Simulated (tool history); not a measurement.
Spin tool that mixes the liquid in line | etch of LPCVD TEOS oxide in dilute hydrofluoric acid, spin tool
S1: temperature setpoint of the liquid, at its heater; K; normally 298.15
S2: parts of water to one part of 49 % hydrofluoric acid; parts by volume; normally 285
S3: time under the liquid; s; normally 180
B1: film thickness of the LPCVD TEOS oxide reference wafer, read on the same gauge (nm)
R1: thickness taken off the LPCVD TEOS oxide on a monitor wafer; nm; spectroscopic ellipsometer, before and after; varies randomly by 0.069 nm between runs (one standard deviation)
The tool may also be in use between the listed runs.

| run | hour | S1 | S2 | S3 | B1 | R1 |
|---|---|---|---|---|---|---|
| 1 | 0.0 | 301.15 | 285 | 180 | 70.02 | 10.12 |
| 2 | 8.5 | 298.15 | 285 | 215 | 70.01 | 11.05 |
| 3 | 15.4 | 298.15 | 285 | 180 | 70.03 | 9.32 |
| 4 | 33.1 | 298.15 | 285 | 240 | 69.99 | 12.22 |
| 5 | 40.2 | 298.15 | 285 | 180 | 70.00 | 9.34 |
| 6 | 52.7 | 298.15 | 285 | 180 | 69.98 | 9.32 |
| 7 | 59.2 | 298.15 | 285 | 180 | 69.98 | 9.30 |
| 8 | 101.1 | 298.15 | 285 | 180 | 70.00 | 9.28 |
|  | 103.1 | gauge calibrated |
|  | 108.9 | thermometer replaced |
| 9 | 109.4 | 301.65 | 285 | 180 | 70.01 | 10.43 |
|  | 139.0 | hydrofluoric acid flow meter replaced |
| 10 | 143.7 | 298.15 | 285 | 180 | 70.01 | 9.24 |
| 11 | 150.7 | 298.15 | 170 | 180 | 69.97 | 17.62 |
| 12 | 166.7 | 296.15 | 285 | 245 | 70.01 | 11.88 |
| 13 | 174.3 | 295.65 | 285 | 245 | 70.04 | 11.49 |
| 14 | 187.7 | 300.65 | 285 | 100 | 70.02 | 5.59 |
| 15 | 201.0 | 298.15 | 285 | 180 | 69.98 | 9.35 |
| 16 | 210.5 | 298.15 | 285 | 180 | 70.00 | 9.25 |
| 17 | 225.9 | 294.15 | 415 | 85 | 69.97 | 2.33 |

Branching from run 17: 4 alternative next runs. What would each branch give?
| A | 226.4 | 298.15 | 285 | 180 | ? | ? |
| B | 226.4 | 301.65 | 235 | 120 | ? | ? |
| C | 226.4 | 294.15 | 285 | 180 | ? | ? |
| D | 226.4 | 302.65 | 145 | 230 | ? | ? |

| run | B1 | R1 |
|---|---|---|
| A | 70.00 | 9.17 |
| B | 70.00 | 8.83 |
| C | 70.00 | 7.96 |
| D | 70.00 | 31.70 |
Stripped of hidden state, with their random variation kept, the same runs would have yielded:
| run | R1 |
|---|---|
| A | 9.17 |
| B | 8.83 |
| C | 7.96 |
| D | 31.70 |
